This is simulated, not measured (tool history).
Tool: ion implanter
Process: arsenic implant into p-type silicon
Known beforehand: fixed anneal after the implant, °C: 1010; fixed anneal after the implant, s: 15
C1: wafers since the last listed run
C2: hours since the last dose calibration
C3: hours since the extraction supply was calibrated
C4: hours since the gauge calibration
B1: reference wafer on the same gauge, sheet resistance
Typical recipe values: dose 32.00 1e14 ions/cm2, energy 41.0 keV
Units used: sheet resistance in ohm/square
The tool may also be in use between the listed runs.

{"run": 1, "hour": 0.0, "dose": 39.61, "energy": 41.0, "C1": 0, "C2": 319.3, "C3": 2591.4, "C4": 128.4, "B1": 73.28, "sheet resistance": 68.8}
{"run": 2, "hour": 13.8, "dose": 39.61, "energy": 41.0, "C1": 239, "C2": 333.1, "C3": 2605.2, "C4": 142.2, "B1": 73.29, "sheet resistance": 68.98}
{"run": 3, "hour": 30.3, "dose": 32.0, "energy": 33.0, "C1": 286, "C2": 349.6, "C3": 2621.7, "C4": 158.7, "B1": 73.33, "sheet resistance": 79.3}
{"run": 4, "hour": 40.5, "dose": 25.7, "energy": 36.0, "C1": 177, "C2": 359.8, "C3": 2631.9, "C4": 168.9, "B1": 73.31, "sheet resistance": 78.72}
{"run": 5, "hour": 53.1, "dose": 25.7, "energy": 36.0, "C1": 218, "C2": 372.4, "C3": 2644.5, "C4": 181.5, "B1": 73.3, "sheet resistance": 78.97}
{"run": 6, "hour": 67.8, "dose": 25.7, "energy": 36.0, "C1": 255, "C2": 387.1, "C3": 2659.2, "C4": 196.2, "B1": 73.3, "sheet resistance": 78.63}
{"run": 7, "hour": 79.8, "dose": 32.0, "energy": 41.0, "C1": 208, "C2": 399.1, "C3": 2671.2, "C4": 208.2, "B1": 73.31, "sheet resistance": 71.2}
{"run": 8, "hour": 96.9, "dose": 32.0, "energy": 41.0, "C1": 297, "C2": 416.2, "C3": 2688.3, "C4": 225.3, "B1": 73.31, "sheet resistance": 71.29}
{"run": 9, "hour": 112.4, "dose": 32.0, "energy": 41.0, "C1": 269, "C2": 431.7, "C3": 2703.8, "C4": 240.8, "B1": 73.29, "sheet resistance": 71.24}
{"hour": 120.5, "done": "extraction supply calibrated"}
{"hour": 120.5, "done": "gauge calibrated"}
{"run": 10, "hour": 123.9, "dose": 32.0, "energy": 41.0, "C1": 60, "C2": 443.2, "C3": 3.4, "C4": 3.4, "B1": 73.31, "sheet resistance": 71.12}
{"run": 11, "hour": 136.1, "dose": 35.33, "energy": 41.0, "C1": 211, "C2": 455.4, "C3": 15.6, "C4": 15.6, "B1": 73.31, "sheet resistance": 69.95}
{"run": 12, "hour": 144.9, "dose": 35.33, "energy": 41.0, "C1": 152, "C2": 464.2, "C3": 24.4, "C4": 24.4, "B1": 73.3, "sheet resistance": 70.05}
{"run": 13, "hour": 161.3, "dose": 25.7, "energy": 29.5, "C1": 284, "C2": 480.6, "C3": 40.8, "C4": 40.8, "B1": 73.3, "sheet resistance": 86.38}
{"run": 14, "hour": 167.9, "dose": 25.7, "energy": 29.5, "C1": 114, "C2": 487.2, "C3": 47.4, "C4": 47.4, "B1": 73.3, "sheet resistance": 86.53}
{"run": 15, "hour": 175.9, "dose": 25.7, "energy": 29.5, "C1": 138, "C2": 495.2, "C3": 55.4, "C4": 55.4, "B1": 73.29, "sheet resistance": 86.39}
{"run": 16, "hour": 190.3, "dose": 29.54, "energy": 51.5, "C1": 250, "C2": 509.6, "C3": 69.8, "C4": 69.8, "B1": 73.31, "sheet resistance": 64.39}
{"run": 17, "hour": 198.6, "dose": 32.0, "energy": 52.5, "C1": 144, "C2": 517.9, "C3": 78.1, "C4": 78.1, "B1": 73.28, "sheet resistance": 62.79}
{"run": 18, "hour": 212.1, "dose": 24.38, "energy": 35.0, "C1": 234, "C2": 531.4, "C3": 91.6, "C4": 91.6, "B1": 73.29, "sheet resistance": 80.87}
{"run": 19, "hour": 225.7, "dose": 36.08, "energy": 36.0, "C1": 236, "C2": 545.0, "C3": 105.2, "C4": 105.2, "B1": 73.3, "sheet resistance": 74.64}
{"run": 20, "hour": 232.4, "dose": 24.01, "energy": 41.0, "C1": 116, "C2": 551.7, "C3": 111.9, "C4": 111.9, "B1": 73.3, "sheet resistance": 75.59}
{"hour": 241.2, "done": "Faraday cup replaced and dose calibrated"}
{"run": 21, "hour": 241.7, "dose": 32.0, "energy": 41.0, "C1": 22, "C2": 0.5, "C3": 121.2, "C4": 121.2, "B1": 73.3, "sheet resistance": 70.75}
{"run": 22, "hour": 247.3, "dose": 35.35, "energy": 41.0, "C1": 97, "C2": 6.1, "C3": 126.8, "C4": 126.8, "B1": 73.27, "sheet resistance": 69.47}
{"run": 23, "hour": 254.3, "dose": 38.27, "energy": 31.0, "C1": 121, "C2": 13.1, "C3": 133.8, "C4": 133.8, "B1": 73.3, "sheet resistance": 79.57}
{"run": 24, "hour": 269.0, "dose": 28.73, "energy": 32.5, "C1": 255, "C2": 27.8, "C3": 148.5, "C4": 148.5, "B1": 73.3, "sheet resistance": 80.57}
{"run": 25, "hour": 286.3, "dose": 37.66, "energy": 46.0, "C1": 300, "C2": 45.1, "C3": 165.8, "C4": 165.8, "B1": 73.29, "sheet resistance": 65.05}
{"run": 26, "hour": 303.5, "dose": 32.0, "energy": 36.0, "C1": 298, "C2": 62.3, "C3": 183.0, "C4": 183.0, "B1": 73.29, "sheet resistance": 75.7}
{"run": 27, "hour": 312.3, "dose": 35.85, "energy": 36.0, "C1": 152, "C2": 71.1, "C3": 191.8, "C4": 191.8, "B1": 73.29, "sheet resistance": 74.47}
{"run": 28, "hour": 320.2, "dose": 32.0, "energy": 41.0, "C1": 137, "C2": 79.0, "C3": 199.7, "C4": 199.7, "B1": 73.28, "sheet resistance": 70.94}
{"run": 29, "hour": 332.6, "dose": 32.0, "energy": 41.0, "C1": 215, "C2": 91.4, "C3": 212.1, "C4": 212.1, "B1": 73.31, "sheet resistance": 70.56}
{"run": 30, "hour": 341.4, "dose": 36.18, "energy": 33.5, "C1": 152, "C2": 100.2, "C3": 220.9, "C4": 220.9, "B1": 73.29, "sheet resistance": 77.09}
{"run": 31, "hour": 359.3, "dose": 36.34, "energy": 29.5, "C1": 311, "C2": 118.1, "C3": 238.8, "C4": 238.8, "B1": 73.31, "sheet resistance": 81.97}
{"run": 32, "hour": 367.2, "dose": 32.0, "energy": 41.0, "C1": 137, "C2": 126.0, "C3": 246.7, "C4": 246.7, "B1": 73.31, "sheet resistance": 70.85}
{"run": 33, "hour": 383.0, "dose": 27.13, "energy": 45.0, "C1": 274, "C2": 141.8, "C3": 262.5, "C4": 262.5, "B1": 73.31, "sheet resistance": 69.93}
{"hour": 389.7, "done": "gauge calibrated"}
{"run": 34, "hour": 389.9, "dose": 25.17, "energy": 29.0, "C1": 119, "C2": 148.7, "C3": 269.4, "C4": 0.2, "B1": 73.3, "sheet resistance": 87.06}
{"run": 35, "hour": 398.3, "dose": 23.96, "energy": 55.0, "C1": 145, "C2": 157.1, "C3": 277.8, "C4": 8.6, "B1": 73.31, "sheet resistance": 66.13}
{"run": 36, "hour": 414.8, "dose": 39.16, "energy": 45.5, "C1": 286, "C2": 173.6, "C3": 294.3, "C4": 25.1, "B1": 73.29, "sheet resistance": 65.21}
{"run": 37, "hour": 425.9, "dose": 27.98, "energy": 53.5, "C1": 192, "C2": 184.7, "C3": 305.4, "C4": 36.2, "B1": 73.3, "sheet resistance": 63.98}

Consider 5 possible next runs. They are alternatives, not a sequence: every one starts from the tool as it was left by run 37. What does each give?
{"run": "A", "hour": 426.3, "dose": 32.0, "energy": 32.0, "C1": 6, "C2": 185.1, "C3": 305.8, "C4": 36.6, "B1": "?", "sheet resistance": "?"}
{"run": "B", "hour": 426.3, "dose": 23.12, "energy": 46.5, "C1": 6, "C2": 185.1, "C3": 305.8, "C4": 36.6, "B1": "?", "sheet resistance": "?"}
{"run": "C", "hour": 426.3, "dose": 23.6, "energy": 35.0, "C1": 6, "C2": 185.1, "C3": 305.8, "C4": 36.6, "B1": "?", "sheet resistance": "?"}
{"run": "D", "hour": 426.3, "dose": 34.59, "energy": 52.5, "C1": 6, "C2": 185.1, "C3": 305.8, "C4": 36.6, "B1": "?", "sheet resistance": "?"}
{"run": "E", "hour": 426.3, "dose": 41.05, "energy": 47.0, "C1": 6, "C2": 185.1, "C3": 305.8, "C4": 36.6, "B1": "?", "sheet resistance": "?"}

run=A B1=73.30 sheet_resistance=80.35
run=B B1=73.30 sheet_resistance=72.09
run=C B1=73.30 sheet_resistance=81.12
run=D B1=73.30 sheet_resistance=61.40
run=E B1=73.30 sheet_resistance=63.53
The same runs, with their run-to-run variation unchanged, on a tool lacking any hidden condition would have given:
run=A sheet_resistance=80.06
run=B sheet_resistance=71.52
run=C sheet_resistance=80.66
run=D sheet_resistance=61.08
run=E sheet_resistance=63.31

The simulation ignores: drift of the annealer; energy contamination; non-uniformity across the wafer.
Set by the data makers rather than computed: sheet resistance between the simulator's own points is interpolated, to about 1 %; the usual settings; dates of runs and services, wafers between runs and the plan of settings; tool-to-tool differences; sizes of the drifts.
